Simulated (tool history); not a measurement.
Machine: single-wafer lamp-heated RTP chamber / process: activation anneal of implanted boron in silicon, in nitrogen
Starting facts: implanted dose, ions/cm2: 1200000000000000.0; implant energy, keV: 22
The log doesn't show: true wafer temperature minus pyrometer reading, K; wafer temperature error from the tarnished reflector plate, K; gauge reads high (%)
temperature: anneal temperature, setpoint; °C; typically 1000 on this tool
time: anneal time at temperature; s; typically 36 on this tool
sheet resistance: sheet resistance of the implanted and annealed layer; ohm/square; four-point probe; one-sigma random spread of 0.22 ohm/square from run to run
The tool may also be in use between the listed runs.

| run | hour | temperature | time | wafers since the last listed run | wafers since the last pyrometer calibration | wafers since the reflector plate was cleaned | hours since the gauge calibration | read-back reference wafer on the same gauge, sheet resistance | sheet resistance |
|---|---|---|---|---|---|---|---|---|---|
| 1 | 0 | 1000 | 36 | 0 | 4425 | 6585 | 238.7 | 87.98 | 98.65 |
| 2 | 11.2 | 1019 | 36 | 87 | 4512 | 6672 | 249.9 | 88.04 | 96.33 |
|  | 12.9 | gauge calibrated |
| 3 | 23.6 | 1019 | 36 | 96 | 4608 | 6769 | 10.7 | 88.02 | 96.69 |
| 4 | 40 | 1019 | 36 | 127 | 4736 | 6896 | 27.1 | 87.98 | 96.33 |
| 5 | 54.3 | 1000 | 36 | 111 | 4847 | 7007 | 41.4 | 88.03 | 98.39 |
| 6 | 68.4 | 1000 | 36 | 109 | 4957 | 7117 | 55.5 | 88.02 | 98.3 |
| 7 | 78.3 | 1000 | 36 | 77 | 5034 | 7194 | 65.4 | 88.02 | 97.97 |
| 8 | 94.5 | 1000 | 36 | 126 | 5160 | 7320 | 81.6 | 88.01 | 98.55 |
| 9 | 110.4 | 1000 | 36 | 123 | 5283 | 7444 | 97.5 | 88 | 98.44 |
| 10 | 123.6 | 1000 | 36 | 102 | 5386 | 7546 | 110.7 | 87.99 | 98.4 |
| 11 | 131.2 | 1000 | 36 | 59 | 5445 | 7606 | 118.3 | 88.04 | 98.11 |
| 12 | 148.3 | 1000 | 36 | 133 | 5578 | 7739 | 135.4 | 88 | 98.63 |
|  | 161.8 | reflector plate cleaned |
| 13 | 162.3 | 1006 | 36 | 46 | 5625 | 4 | 149.4 | 87.98 | 97.59 |
| 14 | 172.9 | 1006 | 36 | 82 | 5707 | 86 | 160 | 88.02 | 97.99 |
| 15 | 180.3 | 1006 | 36 | 57 | 5765 | 144 | 167.4 | 88.02 | 97.23 |
| 16 | 194.8 | 1019 | 36 | 112 | 5878 | 256 | 181.9 | 88.01 | 96.65 |
| 17 | 212.5 | 1019 | 26 | 137 | 6015 | 394 | 199.6 | 88.04 | 96.69 |
| 18 | 225.3 | 1000 | 36 | 99 | 6115 | 494 | 212.4 | 88 | 98.44 |
| 19 | 234.6 | 1000 | 29 | 72 | 6187 | 566 | 221.7 | 88 | 98.28 |
| 20 | 243.2 | 976 | 36 | 66 | 6254 | 633 | 230.3 | 87.99 | 104.6 |
|  | 258.1 | pyrometer window cleaned and pyrometer calibrated |
| 21 | 258.6 | 1029 | 17 | 57 | 4 | 690 | 245.7 | 88.02 | 96.35 |
| 22 | 261.7 | 1000 | 36 | 24 | 28 | 715 | 248.8 | 88.02 | 97.83 |
|  | 261.9 | gauge calibrated |
| 23 | 278.2 | 1013 | 54 | 128 | 156 | 843 | 16.3 | 87.99 | 95.66 |
| 24 | 291.3 | 1021 | 45 | 101 | 258 | 945 | 29.4 | 88.03 | 95.17 |
| 25 | 303.7 | 992 | 29 | 96 | 355 | 1041 | 41.8 | 87.96 | 99.38 |
| 26 | 317.2 | 982 | 57 | 105 | 460 | 1146 | 55.3 | 87.96 | 99.61 |
| 27 | 331.2 | 1014 | 18 | 108 | 568 | 1255 | 69.3 | 88.01 | 96.74 |
| 28 | 339.8 | 1009 | 49 | 66 | 635 | 1322 | 77.9 | 87.99 | 96.4 |
|  | 351.4 | pyrometer window cleaned and pyrometer calibrated, repeated, since the last time left the tool worse |
| 29 | 353.4 | 974 | 19 | 43 | 15 | 1366 | 91.5 | 87.99 | 114.83 |
| 30 | 365.7 | 985 | 18 | 95 | 111 | 1461 | 103.8 | 87.99 | 107.89 |
| 31 | 378.9 | 978 | 46 | 102 | 214 | 1564 | 117 | 88.01 | 105.86 |

List, for all runs, the conditions of the tool that the log does not record:
wafer temperature error from the tarnished reflector plate, K: 0, the same for each run
gauge reads high (%): 0, the same for each run
H1: true wafer temperature minus pyrometer reading, K
| run | H1 |
|---|---|
| 1 | 8.33 |
| 2 | 8.37 |
| 3 | 8.4 |
| 4 | 8.45 |
| 5 | 8.49 |
| 6 | 8.53 |
| 7 | 8.55 |
| 8 | 8.59 |
| 9 | 8.62 |
| 10 | 8.65 |
| 11 | 8.66 |
| 12 | 8.69 |
| 13 | 8.72 |
| 14 | 8.74 |
| 15 | 8.75 |
| 16 | 8.77 |
| 17 | 8.79 |
| 18 | 8.81 |
| 19 | 8.82 |
| 20 | 8.83 |
| 21 | 13 |
| 22 | 13.1 |
| 23 | 13.6 |
| 24 | 14 |
| 25 | 14.4 |
| 26 | 14.8 |
| 27 | 15.1 |
| 28 | 15.4 |
| 29 | 1.11 |
| 30 | 1.52 |
| 31 | 1.94 |
